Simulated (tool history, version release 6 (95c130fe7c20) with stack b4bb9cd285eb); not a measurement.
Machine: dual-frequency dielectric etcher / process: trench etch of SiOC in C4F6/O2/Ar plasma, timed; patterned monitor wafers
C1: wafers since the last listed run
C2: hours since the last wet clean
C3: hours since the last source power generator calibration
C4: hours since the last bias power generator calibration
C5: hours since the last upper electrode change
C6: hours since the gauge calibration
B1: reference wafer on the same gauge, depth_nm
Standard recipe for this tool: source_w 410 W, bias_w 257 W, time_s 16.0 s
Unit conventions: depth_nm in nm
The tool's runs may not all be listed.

{"run": 1, "hour": 0.0, "source_w": 410, "bias_w": 257, "time_s": 13.0, "C1": 0, "C2": 216.6, "C3": 1138.8, "C4": 4278.6, "C5": 2915.9, "C6": 690.9, "B1": 32.53, "depth_nm": 31.4}
{"run": 2, "hour": 77.0, "source_w": 410, "bias_w": 257, "time_s": 16.0, "C1": 843, "C2": 293.6, "C3": 1215.8, "C4": 4355.6, "C5": 2992.9, "C6": 767.9, "B1": 32.55, "depth_nm": 38.67}
{"run": 3, "hour": 178.8, "source_w": 410, "bias_w": 257, "time_s": 16.0, "C1": 1114, "C2": 395.4, "C3": 1317.6, "C4": 4457.4, "C5": 3094.7, "C6": 869.7, "B1": 32.56, "depth_nm": 38.34}
{"hour": 240.1, "done": "wet clean of the chamber"}
{"run": 4, "hour": 240.6, "source_w": 410, "bias_w": 257, "time_s": 16.0, "C1": 413, "C2": 0.5, "C3": 1379.4, "C4": 4519.2, "C5": 3156.5, "C6": 931.5, "B1": 32.56, "depth_nm": 38.37}
{"run": 5, "hour": 275.6, "source_w": 410, "bias_w": 257, "time_s": 16.0, "C1": 383, "C2": 35.5, "C3": 1414.4, "C4": 4554.2, "C5": 3191.5, "C6": 966.5, "B1": 32.58, "depth_nm": 38.49}
{"run": 6, "hour": 328.1, "source_w": 410, "bias_w": 257, "time_s": 16.0, "C1": 574, "C2": 88.0, "C3": 1466.9, "C4": 4606.7, "C5": 3244.0, "C6": 1019.0, "B1": 32.59, "depth_nm": 38.57}
{"run": 7, "hour": 383.4, "source_w": 410, "bias_w": 257, "time_s": 16.0, "C1": 605, "C2": 143.3, "C3": 1522.2, "C4": 4662.0, "C5": 3299.3, "C6": 1074.3, "B1": 32.59, "depth_nm": 38.3}
{"hour": 545.1, "done": "bias power generator calibrated"}
{"run": 8, "hour": 655.0, "source_w": 410, "bias_w": 257, "time_s": 16.0, "C1": 2930, "C2": 414.9, "C3": 1793.8, "C4": 109.9, "C5": 3570.9, "C6": 1345.9, "B1": 32.65, "depth_nm": 38.51}
{"run": 9, "hour": 733.3, "source_w": 410, "bias_w": 257, "time_s": 16.0, "C1": 857, "C2": 493.2, "C3": 1872.1, "C4": 188.2, "C5": 3649.2, "C6": 1424.2, "B1": 32.68, "depth_nm": 38.49}
{"hour": 805.6, "done": "wet clean of the chamber"}
{"run": 10, "hour": 806.1, "source_w": 410, "bias_w": 257, "time_s": 16.0, "C1": 534, "C2": 0.5, "C3": 1944.9, "C4": 261.0, "C5": 3722.0, "C6": 1497.0, "B1": 32.66, "depth_nm": 38.57}
{"run": 11, "hour": 861.0, "source_w": 450, "bias_w": 257, "time_s": 16.0, "C1": 601, "C2": 55.4, "C3": 1999.8, "C4": 315.9, "C5": 3776.9, "C6": 1551.9, "B1": 32.67, "depth_nm": 39.84}
{"run": 12, "hour": 957.2, "source_w": 450, "bias_w": 257, "time_s": 16.0, "C1": 1053, "C2": 151.6, "C3": 2096.0, "C4": 412.1, "C5": 3873.1, "C6": 1648.1, "B1": 32.68, "depth_nm": 39.84}
{"run": 13, "hour": 1020.5, "source_w": 410, "bias_w": 257, "time_s": 16.0, "C1": 693, "C2": 214.9, "C3": 2159.3, "C4": 475.4, "C5": 3936.4, "C6": 1711.4, "B1": 32.7, "depth_nm": 38.46}
{"hour": 1065.0, "done": "upper electrode replaced"}
{"run": 14, "hour": 1132.2, "source_w": 380, "bias_w": 257, "time_s": 16.0, "C1": 960, "C2": 326.6, "C3": 2271.0, "C4": 587.1, "C5": 67.2, "C6": 1823.1, "B1": 32.71, "depth_nm": 37.65}
{"run": 15, "hour": 1200.2, "source_w": 350, "bias_w": 315, "time_s": 16.0, "C1": 744, "C2": 394.6, "C3": 2339.0, "C4": 655.1, "C5": 135.2, "C6": 1891.1, "B1": 32.69, "depth_nm": 38.71}
{"run": 16, "hour": 1251.2, "source_w": 410, "bias_w": 314, "time_s": 16.0, "C1": 558, "C2": 445.6, "C3": 2390.0, "C4": 706.1, "C5": 186.2, "C6": 1942.1, "B1": 32.73, "depth_nm": 40.86}
{"hour": 1329.3, "done": "wet clean of the chamber"}
{"run": 17, "hour": 1349.4, "source_w": 410, "bias_w": 257, "time_s": 16.0, "C1": 812, "C2": 20.1, "C3": 2488.2, "C4": 804.3, "C5": 284.4, "C6": 2040.3, "B1": 32.74, "depth_nm": 38.66}
{"run": 18, "hour": 1396.4, "source_w": 510, "bias_w": 257, "time_s": 18.0, "C1": 514, "C2": 67.1, "C3": 2535.2, "C4": 851.3, "C5": 331.4, "C6": 2087.3, "B1": 32.69, "depth_nm": 46.6}
{"hour": 1454.3, "done": "source power generator calibrated"}
{"run": 19, "hour": 1475.6, "source_w": 410, "bias_w": 275, "time_s": 13.5, "C1": 823, "C2": 146.3, "C3": 21.3, "C4": 930.5, "C5": 410.6, "C6": 2166.5, "B1": 32.69, "depth_nm": 33.23}
{"run": 20, "hour": 1525.7, "source_w": 370, "bias_w": 257, "time_s": 12.0, "C1": 548, "C2": 196.4, "C3": 71.4, "C4": 980.6, "C5": 460.7, "C6": 2216.6, "B1": 32.72, "depth_nm": 28.06}
{"hour": 1578.5, "done": "gauge calibrated"}
{"run": 21, "hour": 1585.0, "source_w": 410, "bias_w": 257, "time_s": 16.0, "C1": 649, "C2": 255.7, "C3": 130.7, "C4": 1039.9, "C5": 520.0, "C6": 6.5, "B1": 32.03, "depth_nm": 37.65}
{"run": 22, "hour": 1681.4, "source_w": 440, "bias_w": 194, "time_s": 18.0, "C1": 1055, "C2": 352.1, "C3": 227.1, "C4": 1136.3, "C5": 616.4, "C6": 102.9, "B1": 32.07, "depth_nm": 40.38}
{"hour": 1772.3, "done": "wet clean of the chamber"}
{"run": 23, "hour": 1786.9, "source_w": 480, "bias_w": 257, "time_s": 12.5, "C1": 892, "C2": 14.6, "C3": 332.6, "C4": 1241.8, "C5": 721.9, "C6": 208.4, "B1": 32.15, "depth_nm": 31.15}
{"run": 24, "hour": 1827.2, "source_w": 470, "bias_w": 257, "time_s": 16.0, "C1": 441, "C2": 54.9, "C3": 372.9, "C4": 1282.1, "C5": 762.2, "C6": 248.7, "B1": 32.19, "depth_nm": 39.56}
{"run": 25, "hour": 1895.0, "source_w": 480, "bias_w": 234, "time_s": 16.0, "C1": 742, "C2": 122.7, "C3": 440.7, "C4": 1349.9, "C5": 830.0, "C6": 316.5, "B1": 32.21, "depth_nm": 39.09}
{"run": 26, "hour": 1972.1, "source_w": 330, "bias_w": 257, "time_s": 16.0, "C1": 844, "C2": 199.8, "C3": 517.8, "C4": 1427.0, "C5": 907.1, "C6": 393.6, "B1": 32.23, "depth_nm": 35.7}
{"run": 27, "hour": 2109.2, "source_w": 410, "bias_w": 257, "time_s": 16.0, "C1": 1501, "C2": 336.9, "C3": 654.9, "C4": 1564.1, "C5": 1044.2, "C6": 530.7, "B1": 32.31, "depth_nm": 38.21}
{"run": 28, "hour": 2174.8, "source_w": 370, "bias_w": 280, "time_s": 18.5, "C1": 718, "C2": 402.5, "C3": 720.5, "C4": 1629.7, "C5": 1109.8, "C6": 596.3, "B1": 32.33, "depth_nm": 43.47}
{"run": 29, "hour": 2235.2, "source_w": 410, "bias_w": 257, "time_s": 16.0, "C1": 661, "C2": 462.9, "C3": 780.9, "C4": 1690.1, "C5": 1170.2, "C6": 656.7, "B1": 32.35, "depth_nm": 38.33}

The tool's hidden state at each run:
etch rate over this chamber's usual, %: 0 at every run
source power that arrives over what is set, %: 0 at every run
bias power that arrives over what is set, %: 0 at every run
H1: gauge reads high (%)
run=1 H1=1.3
run=2 H1=1.37
run=3 H1=1.45
run=4 H1=1.5
run=5 H1=1.52
run=6 H1=1.56
run=7 H1=1.59
run=8 H1=1.72
run=9 H1=1.75
run=10 H1=1.77
run=11 H1=1.79
run=12 H1=1.82
run=13 H1=1.83
run=14 H1=1.86
run=15 H1=1.87
run=16 H1=1.88
run=17 H1=1.89
run=18 H1=1.9
run=19 H1=1.91
run=20 H1=1.92
run=21 H1=-0.242
run=22 H1=-0.0186
run=23 H1=0.194
run=24 H1=0.268
run=25 H1=0.383
run=26 H1=0.501
run=27 H1=0.683
run=28 H1=0.759
run=29 H1=0.823
